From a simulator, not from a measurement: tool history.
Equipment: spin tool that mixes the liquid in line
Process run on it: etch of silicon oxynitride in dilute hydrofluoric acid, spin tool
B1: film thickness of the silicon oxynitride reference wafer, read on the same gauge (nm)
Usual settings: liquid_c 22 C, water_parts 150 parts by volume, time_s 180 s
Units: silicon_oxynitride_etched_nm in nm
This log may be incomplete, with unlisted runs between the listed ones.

{"run": 1, "day": 0.0, "liquid_c": 22, "water_parts": 130, "time_s": 180, "B1": 69.998, "silicon_oxynitride_etched_nm": 3.426}
{"run": 2, "day": 0.625, "liquid_c": 22, "water_parts": 150, "time_s": 180, "B1": 69.994, "silicon_oxynitride_etched_nm": 2.934}
{"day": 1.504, "done": "thermometer replaced"}
{"run": 3, "day": 1.525, "liquid_c": 22, "water_parts": 150, "time_s": 180, "B1": 69.964, "silicon_oxynitride_etched_nm": 2.949}
{"run": 4, "day": 2.075, "liquid_c": 22, "water_parts": 150, "time_s": 180, "B1": 69.98, "silicon_oxynitride_etched_nm": 2.93}
{"run": 5, "day": 2.454, "liquid_c": 22, "water_parts": 150, "time_s": 180, "B1": 70.071, "silicon_oxynitride_etched_nm": 2.892}
{"run": 6, "day": 2.758, "liquid_c": 22, "water_parts": 150, "time_s": 180, "B1": 69.984, "silicon_oxynitride_etched_nm": 2.919}
{"run": 7, "day": 3.162, "liquid_c": 22, "water_parts": 150, "time_s": 180, "B1": 70.006, "silicon_oxynitride_etched_nm": 2.914}
{"run": 8, "day": 3.521, "liquid_c": 22, "water_parts": 150, "time_s": 180, "B1": 70.013, "silicon_oxynitride_etched_nm": 2.913}
{"run": 9, "day": 4.117, "liquid_c": 22, "water_parts": 150, "time_s": 215, "B1": 69.987, "silicon_oxynitride_etched_nm": 3.456}
{"run": 10, "day": 4.575, "liquid_c": 20, "water_parts": 205, "time_s": 85, "B1": 70.009, "silicon_oxynitride_etched_nm": 0.88}
{"run": 11, "day": 5.312, "liquid_c": 17, "water_parts": 205, "time_s": 275, "B1": 70.018, "silicon_oxynitride_etched_nm": 2.488}
{"run": 12, "day": 5.767, "liquid_c": 23.5, "water_parts": 115, "time_s": 75, "B1": 70.016, "silicon_oxynitride_etched_nm": 1.736}
{"run": 13, "day": 6.496, "liquid_c": 17.5, "water_parts": 150, "time_s": 180, "B1": 70.005, "silicon_oxynitride_etched_nm": 2.358}
{"day": 7.204, "done": "hydrofluoric acid flow meter replaced"}
{"run": 14, "day": 7.225, "liquid_c": 27, "water_parts": 105, "time_s": 265, "B1": 69.981, "silicon_oxynitride_etched_nm": 8.021}
{"run": 15, "day": 7.762, "liquid_c": 22, "water_parts": 150, "time_s": 180, "B1": 69.982, "silicon_oxynitride_etched_nm": 2.912}
{"run": 16, "day": 8.292, "liquid_c": 19.5, "water_parts": 150, "time_s": 180, "B1": 69.987, "silicon_oxynitride_etched_nm": 2.564}
{"run": 17, "day": 8.817, "liquid_c": 25.5, "water_parts": 150, "time_s": 240, "B1": 69.974, "silicon_oxynitride_etched_nm": 4.595}
{"run": 18, "day": 9.088, "liquid_c": 22, "water_parts": 150, "time_s": 180, "B1": 70.032, "silicon_oxynitride_etched_nm": 2.921}
{"run": 19, "day": 9.717, "liquid_c": 22, "water_parts": 150, "time_s": 180, "B1": 69.958, "silicon_oxynitride_etched_nm": 2.89}
{"run": 20, "day": 10.083, "liquid_c": 22, "water_parts": 195, "time_s": 180, "B1": 69.981, "silicon_oxynitride_etched_nm": 2.168}
{"run": 21, "day": 10.338, "liquid_c": 22, "water_parts": 150, "time_s": 180, "B1": 69.977, "silicon_oxynitride_etched_nm": 2.87}
{"run": 22, "day": 10.762, "liquid_c": 22, "water_parts": 225, "time_s": 180, "B1": 69.978, "silicon_oxynitride_etched_nm": 1.836}
{"day": 11.296, "done": "gauge calibrated"}
{"run": 23, "day": 11.496, "liquid_c": 20.5, "water_parts": 75, "time_s": 105, "B1": 70.007, "silicon_oxynitride_etched_nm": 3.375}

Run 24, settings as shown, results not yet in. Your forecast:
{"run": 24, "day": 12.221, "liquid_c": 20, "water_parts": 110, "time_s": 180, "B1": "?", "silicon_oxynitride_etched_nm": "?"}

B1: 69.985
silicon_oxynitride_etched_nm: 3.716 nm
Had the tool carried no hidden state, the very same run would have given silicon_oxynitride_etched_nm 3.716 nm.
